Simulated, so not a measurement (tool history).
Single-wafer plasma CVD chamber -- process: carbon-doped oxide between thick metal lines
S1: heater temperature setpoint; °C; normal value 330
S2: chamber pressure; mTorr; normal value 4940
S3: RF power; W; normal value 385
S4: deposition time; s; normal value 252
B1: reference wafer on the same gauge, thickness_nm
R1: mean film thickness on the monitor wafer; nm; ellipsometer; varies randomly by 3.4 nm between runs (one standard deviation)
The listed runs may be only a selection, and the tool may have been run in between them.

run	hour	S1	S2	S3	S4	B1	R1
1	0	330	4940	385	252	840.285	1041.454
# hour 21.5: capacitance manometer re-zeroed and calibrated
# hour 65.8: RF generator calibrated
2	69.6	330	4940	385	252	840.385	1038.067
3	133.4	330	4940	385	252	840.885	1045.042
4	181.4	321	4940	385	252	839.431	1077.811
5	226.3	321	4940	385	252	840.696	1075.292
# hour 281.3: thermocouple changed; heater temperature recalibrated
6	289.5	330	6030	385	252	839.649	1078.292
7	347.4	330	4940	385	252	839.044	1035.861
# hour 377.5: gauge calibrated
8	390.8	330	5450	330	252	839.941	927.097
9	422.4	339	3740	385	279	840.136	1054.27
10	447.7	322	4390	325	223	839.704	793.759
# hour 458.8: showerhead replaced
11	504.9	330	4940	385	226	839.631	936.734
12	537.7	315	5620	385	252	839.952	1133.068
13	571.5	342	4940	385	252	840.636	995.771
14	615.4	330	4940	385	266	840.268	1092.51
15	646.5	330	4940	385	252	840.145	1036.103
16	691.3	330	4940	385	252	841.412	1036.126
17	755.8	330	5590	385	215	840.139	902.474
18	812.7	330	6060	330	252	838.536	942.187
19	879.2	336	4940	385	288	839.642	1167.519
# hour 891.6: RF generator calibrated
20	914.7	330	4510	385	252	840.24	1028.625
21	971.4	335	4940	410	252	839.469	1078.563
22	995.7	333	4940	385	232	838.935	944.941
23	1037.7	330	5820	385	292	841.464	1237.216
24	1071.1	330	4940	385	252	840.32	1039.188
25	1127.7	330	4940	385	252	840.253	1041.19
26	1153.1	316	5870	315	252	839.326	946.322
27	1188.8	330	4940	385	202	840.019	828.661
28	1216.5	344	4940	455	252	840.425	1129.495
29	1254.2	319	4590	345	252	840.056	972.38

Each row is a separate what-if for the run after 29, all from the same tool condition, not one after another. Results?
A	1254.7	330	4940	340	252	?	?
B	1254.7	343	4940	460	252	?	?
C	1254.7	330	3900	420	283	?	?

run	B1	R1
A	840.358	930.096
B	840.358	1149.545
C	840.358	1196.164
With the hidden condition removed and each run's random variation left untouched, the same runs would have given:
run	R1
A	930.096
B	1149.545
C	1196.164

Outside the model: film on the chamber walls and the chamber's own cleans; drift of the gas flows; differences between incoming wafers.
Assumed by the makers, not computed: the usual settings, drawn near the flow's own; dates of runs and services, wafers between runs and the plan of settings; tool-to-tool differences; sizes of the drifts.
